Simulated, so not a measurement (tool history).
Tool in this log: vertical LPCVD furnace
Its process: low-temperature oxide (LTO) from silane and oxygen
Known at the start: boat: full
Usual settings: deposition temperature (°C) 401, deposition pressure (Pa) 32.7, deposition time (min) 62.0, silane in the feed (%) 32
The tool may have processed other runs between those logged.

run	hour	deposition temperature (°C)	deposition pressure (Pa)	deposition time (min)	silane in the feed (%)	read-back reference wafer on the same gauge, thickness	film thickness on the monitor wafer in the middle of the boat (Å)
1	0.0	401	32.7	62.0	35	519.13	5360.8
2	7.6	401	32.7	62.0	35	518.52	5393.0
3	25.9	401	32.7	62.0	32	519.06	4754.1
4	39.1	401	32.7	62.0	32	519.19	4772.7
5	52.2	401	32.7	62.0	32	519.61	4753.0
# hour 79.1: silane flow controller replaced
6	79.6	401	32.7	62.0	32	518.97	4747.6
# hour 101.0: gauge calibrated
7	105.9	401	32.7	62.0	32	519.20	4773.4
8	116.2	401	32.7	62.0	32	519.66	4754.6
9	154.3	408	32.7	62.0	32	519.72	5158.0
10	205.8	392	24.7	68.5	28	519.34	2854.7
# hour 234.0: thermocouples replaced and temperature profile calibrated
11	234.5	394	38.0	62.0	32	518.95	5158.8
12	239.2	401	32.7	62.0	36	519.12	5584.7
13	245.9	401	40.7	48.0	32	519.20	4640.9
14	259.0	401	32.7	62.0	32	518.90	4738.0
15	274.9	404	36.7	44.0	32	519.91	3953.9
16	282.0	412	28.7	79.5	26	518.59	4433.3
17	291.9	394	32.7	62.0	37	518.92	5323.8
18	301.7	398	32.7	62.0	32	519.54	4569.9
19	320.8	401	32.7	62.0	32	518.38	4720.9
# hour 348.8: pressure gauge zeroed
20	349.3	401	34.7	62.0	38	518.13	6748.8
21	354.0	413	30.7	82.0	32	518.33	7182.3
22	358.7	410	32.7	62.0	27	518.08	4385.3
23	363.3	408	32.7	62.0	32	518.13	5498.9
24	368.0	401	32.7	62.0	32	518.96	5049.4
25	378.1	401	30.0	62.0	32	519.52	4625.3
26	426.2	406	36.0	62.0	32	519.39	5864.9
27	438.9	401	32.7	62.0	32	518.61	5029.6
28	454.3	401	25.3	62.0	32	519.07	3893.8
29	472.7	391	36.7	76.5	28	519.74	5036.6
30	486.8	401	32.7	62.0	32	519.08	5007.9
31	496.9	401	32.7	62.0	32	519.45	5026.0
32	508.3	401	40.0	39.0	28	519.25	3170.3

Predict each of these 3 candidate next runs independently; none follows another, all start after run 32:
A	513.1	409	32.7	62.0	32	?	?
B	513.1	396	32.7	84.0	32	?	?
C	513.1	396	28.7	52.0	32	?	?

run	read-back reference wafer on the same gauge, thickness	film thickness on the monitor wafer in the middle of the boat (Å)
A	519.73	5491.1
B	519.73	6396.9
C	519.73	3470.5
With no hidden state in the tool, these same runs would have given:
run	film thickness on the monitor wafer in the middle of the boat (Å)
A	5543.2
B	6457.7
C	3508.1
